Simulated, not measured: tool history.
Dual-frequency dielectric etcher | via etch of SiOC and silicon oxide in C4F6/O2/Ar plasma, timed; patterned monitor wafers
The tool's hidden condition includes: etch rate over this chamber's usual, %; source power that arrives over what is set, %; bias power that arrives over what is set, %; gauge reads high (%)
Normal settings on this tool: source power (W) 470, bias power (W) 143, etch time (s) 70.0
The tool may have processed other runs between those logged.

| run | hour | source power (W) | bias power (W) | etch time (s) | wafers since the last listed run | hours since the last wet clean | hours since the last source power generator calibration | hours since the last bias power generator calibration | hours since the last upper electrode change | hours since the gauge calibration | read-back reference wafer on the same gauge, depth_nm | mean etch depth across the wafer (nm) |
|---|---|---|---|---|---|---|---|---|---|---|---|---|
| 1 | 0.0 | 440 | 143 | 54.0 | 0 | 115.9 | 867.0 | 1450.5 | 3485.0 | 1604.3 | 77.7 | 59.8 |
| 2 | 59.1 | 440 | 143 | 54.0 | 881 | 175.0 | 926.1 | 1509.6 | 3544.1 | 1663.4 | 77.6 | 59.3 |
| 3 | 127.0 | 470 | 143 | 76.5 | 1012 | 242.9 | 994.0 | 1577.5 | 3612.0 | 1731.3 | 77.6 | 85.0 |
| 4 | 222.8 | 470 | 143 | 76.5 | 1428 | 338.7 | 1089.8 | 1673.3 | 3707.8 | 1827.1 | 77.5 | 84.2 |
| 5 | 266.2 | 470 | 143 | 76.5 | 647 | 382.1 | 1133.2 | 1716.7 | 3751.2 | 1870.5 | 77.7 | 83.9 |
| 6 | 333.6 | 560 | 143 | 70.0 | 1005 | 449.5 | 1200.6 | 1784.1 | 3818.6 | 1937.9 | 77.6 | 79.6 |
| 7 | 419.4 | 560 | 143 | 70.0 | 1279 | 535.3 | 1286.4 | 1869.9 | 3904.4 | 2023.7 | 77.6 | 79.5 |
| 8 | 525.1 | 560 | 143 | 70.0 | 1576 | 641.0 | 1392.1 | 1975.6 | 4010.1 | 2129.4 | 77.6 | 78.5 |
| 9 | 571.8 | 470 | 143 | 70.0 | 696 | 687.7 | 1438.8 | 2022.3 | 4056.8 | 2176.1 | 77.6 | 74.9 |
|  | 599.3 | wet clean of the chamber |
| 10 | 619.4 | 470 | 143 | 59.0 | 351 | 20.1 | 1486.4 | 2069.9 | 4104.4 | 2223.7 | 77.7 | 67.1 |
| 11 | 671.2 | 560 | 143 | 70.0 | 772 | 71.9 | 1538.2 | 2121.7 | 4156.2 | 2275.5 | 77.5 | 83.2 |
| 12 | 772.0 | 470 | 178 | 80.0 | 1503 | 172.7 | 1639.0 | 2222.5 | 4257.0 | 2376.3 | 77.6 | 95.9 |
| 13 | 870.3 | 420 | 127 | 85.0 | 1465 | 271.0 | 1737.3 | 2320.8 | 4355.3 | 2474.6 | 77.6 | 90.0 |
| 14 | 930.1 | 470 | 143 | 70.0 | 891 | 330.8 | 1797.1 | 2380.6 | 4415.1 | 2534.4 | 77.6 | 77.2 |
| 15 | 1037.9 | 550 | 122 | 60.0 | 1607 | 438.6 | 1904.9 | 2488.4 | 4522.9 | 2642.2 | 77.6 | 66.2 |
| 16 | 1091.5 | 420 | 143 | 83.5 | 799 | 492.2 | 1958.5 | 2542.0 | 4576.5 | 2695.8 | 77.7 | 89.7 |
| 17 | 1195.2 | 560 | 143 | 70.0 | 1546 | 595.9 | 2062.2 | 2645.7 | 4680.2 | 2799.5 | 77.5 | 79.9 |
| 18 | 1253.1 | 570 | 154 | 89.0 | 863 | 653.8 | 2120.1 | 2703.6 | 4738.1 | 2857.4 | 77.8 | 103.5 |

What will run 19 give?
|  | 1287.0 | wet clean of the chamber |
| 19 | 1307.0 | 550 | 143 | 83.5 | 445 | 20.0 | 2174.0 | 2757.5 | 4792.0 | 2911.3 | ? | ? |

{"run 19": {"read-back reference wafer on the same gauge, depth_nm": 77.6, "mean etch depth across the wafer (nm)": 97.4}}
Minus the tool's unlogged condition, the same run would have read mean etch depth across the wafer (nm) 97.8.
